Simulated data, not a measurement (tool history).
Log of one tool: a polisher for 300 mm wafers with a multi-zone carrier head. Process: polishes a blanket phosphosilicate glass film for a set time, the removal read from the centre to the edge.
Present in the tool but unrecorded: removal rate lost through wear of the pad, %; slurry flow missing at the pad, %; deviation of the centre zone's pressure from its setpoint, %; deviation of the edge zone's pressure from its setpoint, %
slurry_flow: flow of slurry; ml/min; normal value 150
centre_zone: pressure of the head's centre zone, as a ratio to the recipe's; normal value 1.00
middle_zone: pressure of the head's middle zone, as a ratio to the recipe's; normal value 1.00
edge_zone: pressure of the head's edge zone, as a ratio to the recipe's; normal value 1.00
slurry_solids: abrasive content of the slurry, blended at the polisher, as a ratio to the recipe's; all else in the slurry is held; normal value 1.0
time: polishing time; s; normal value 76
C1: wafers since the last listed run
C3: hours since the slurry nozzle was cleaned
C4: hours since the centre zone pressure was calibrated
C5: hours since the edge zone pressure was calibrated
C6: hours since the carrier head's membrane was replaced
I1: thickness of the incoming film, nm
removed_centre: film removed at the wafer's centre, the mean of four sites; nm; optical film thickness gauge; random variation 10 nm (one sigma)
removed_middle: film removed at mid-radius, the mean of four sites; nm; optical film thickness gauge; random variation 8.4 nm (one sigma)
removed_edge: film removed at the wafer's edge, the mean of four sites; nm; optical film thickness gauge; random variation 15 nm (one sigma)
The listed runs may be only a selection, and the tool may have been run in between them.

Run 1, hour 0.0: usual settings; C1 0; wafers polished on this pad 529; C3 168.3; C4 1063.8; C5 127.2; C6 275.9; I1 4084.2. Result: removed_centre 912.7 nm, removed_middle 929.9 nm, removed_edge 944.3 nm.
Run 2, hour 27.4: usual settings; C1 186; wafers polished on this pad 716; C3 195.7; C4 1091.2; C5 154.6; C6 303.3; I1 4109.4. Result: removed_centre 883.6 nm, removed_middle 907.0 nm, removed_edge 924.8 nm.
At hour 41.4: worn pad replaced by a new one.
Run 3, hour 62.8: usual settings; C1 214; wafers polished on this pad 145; C3 231.1; C4 1126.6; C5 190.0; C6 338.7; I1 4119.0. Result: removed_centre 954.2 nm, removed_middle 936.5 nm, removed_edge 951.2 nm.
Run 4, hour 88.5: usual settings; C1 175; wafers polished on this pad 321; C3 256.8; C4 1152.3; C5 215.7; C6 364.4; I1 4190.9. Result: removed_centre 910.9 nm, removed_middle 937.9 nm, removed_edge 917.7 nm.
Run 5, hour 112.8: usual settings; C1 165; wafers polished on this pad 487; C3 281.1; C4 1176.6; C5 240.0; C6 388.7; I1 4078.9. Result: removed_centre 906.8 nm, removed_middle 891.4 nm, removed_edge 925.4 nm.
Run 6, hour 131.8: usual settings; C1 129; wafers polished on this pad 616; C3 300.1; C4 1195.6; C5 259.0; C6 407.7; I1 4127.5. Result: removed_centre 887.6 nm, removed_middle 884.5 nm, removed_edge 903.3 nm.
At hour 140.1: slurry nozzle cleaned.
Run 7, hour 151.2: usual settings but slurry_flow 135 ml/min; C1 125; wafers polished on this pad 742; C3 11.1; C4 1215.0; C5 278.4; C6 427.1; I1 4115.8. Result: removed_centre 950.5 nm, removed_middle 941.1 nm, removed_edge 930.6 nm.
Run 8, hour 170.7: usual settings but slurry_flow 135 ml/min; C1 133; wafers polished on this pad 875; C3 30.6; C4 1234.5; C5 297.9; C6 446.6; I1 4089.6. Result: removed_centre 918.0 nm, removed_middle 917.1 nm, removed_edge 927.3 nm.
At hour 188.3: worn pad replaced by a new one.
Run 9, hour 191.5: usual settings but slurry_flow 200 ml/min, centre_zone 0.90, edge_zone 1.05; C1 114; wafers polished on this pad 21; C3 51.4; C4 1255.3; C5 318.7; C6 467.4; I1 4182.4. Result: removed_centre 944.5 nm, removed_middle 1036.0 nm, removed_edge 1027.0 nm.
At hour 205.1: centre zone pressure recalibrated.
Run 10, hour 216.3: usual settings but centre_zone 1.12, middle_zone 1.10, edge_zone 0.96, slurry_solids 1.2; C1 155; wafers polished on this pad 177; C3 76.2; C4 11.2; C5 343.5; C6 492.2; I1 4140.0. Result: removed_centre 1183.8 nm, removed_middle 1135.8 nm, removed_edge 1031.6 nm.
At hour 229.7: edge zone pressure recalibrated.
Run 11, hour 245.3: usual settings; C1 184; wafers polished on this pad 361; C3 105.2; C4 40.2; C5 15.6; C6 521.2; I1 4129.3. Result: removed_centre 939.4 nm, removed_middle 942.0 nm, removed_edge 959.8 nm.
Run 12, hour 277.9: usual settings; C1 222; wafers polished on this pad 584; C3 137.8; C4 72.8; C5 48.2; C6 553.8; I1 4117.9. Result: removed_centre 914.2 nm, removed_middle 922.7 nm, removed_edge 909.6 nm.
At hour 292.1: carrier head's membrane replaced by a new one.
Run 13, hour 312.0: usual settings but edge_zone 1.03, time 96 s; C1 198; wafers polished on this pad 782; C3 171.9; C4 106.9; C5 82.3; C6 19.9; I1 4089.2. Result: removed_centre 1133.8 nm, removed_middle 1149.1 nm, removed_edge 1189.0 nm.
At hour 331.3: worn pad replaced by a new one.
Run 14, hour 369.8: usual settings but slurry_flow 135 ml/min, middle_zone 1.05, slurry_solids 0.8, time 52 s; C1 367; wafers polished on this pad 262; C3 229.7; C4 164.7; C5 140.1; C6 77.7; I1 4085.0. Result: removed_centre 565.9 nm, removed_middle 587.9 nm, removed_edge 579.1 nm.
Run 15, hour 392.4: usual settings but centre_zone 1.10, edge_zone 1.08; C1 154; wafers polished on this pad 416; C3 252.3; C4 187.3; C5 162.7; C6 100.3; I1 4111.6. Result: removed_centre 1005.1 nm, removed_middle 923.7 nm, removed_edge 958.3 nm.
At hour 402.7: slurry nozzle cleaned.
Run 16, hour 405.2: usual settings but centre_zone 1.12, edge_zone 1.06, slurry_solids 1.1; C1 80; wafers polished on this pad 497; C3 2.5; C4 200.1; C5 175.5; C6 113.1; I1 4127.0. Result: removed_centre 1127.9 nm, removed_middle 995.1 nm, removed_edge 1056.8 nm.

What if the next run were any one of these 3? Each begins from the tool's condition after run 16:
Run A, hour 405.6: usual settings but slurry_solids 0.8; C1 2; wafers polished on this pad 500; C3 2.9; C4 200.5; C5 175.9; C6 113.5; I1 4119.2. Result: removed_centre ?, removed_middle ?, removed_edge ?.
Run B, hour 405.6: usual settings but middle_zone 1.10, edge_zone 0.96; C1 2; wafers polished on this pad 500; C3 2.9; C4 200.5; C5 175.9; C6 113.5; I1 4119.2. Result: removed_centre ?, removed_middle ?, removed_edge ?.
Run C, hour 405.6: usual settings but slurry_flow 195 ml/min, time 88 s; C1 2; wafers polished on this pad 500; C3 2.9; C4 200.5; C5 175.9; C6 113.5; I1 4119.2. Result: removed_centre ?, removed_middle ?, removed_edge ?.

run  removed_centre  removed_middle  removed_edge
  A           888.0           876.7         875.7
  B           981.0          1049.6         949.4
  C          1190.5          1169.2        1154.4
Stripped of hidden state, with their random variation kept, the same runs would have yielded:
run  removed_centre  removed_middle  removed_edge
  A           928.8           916.4         914.2
  B          1026.0          1097.2         991.1
  C          1243.8          1221.1        1204.4
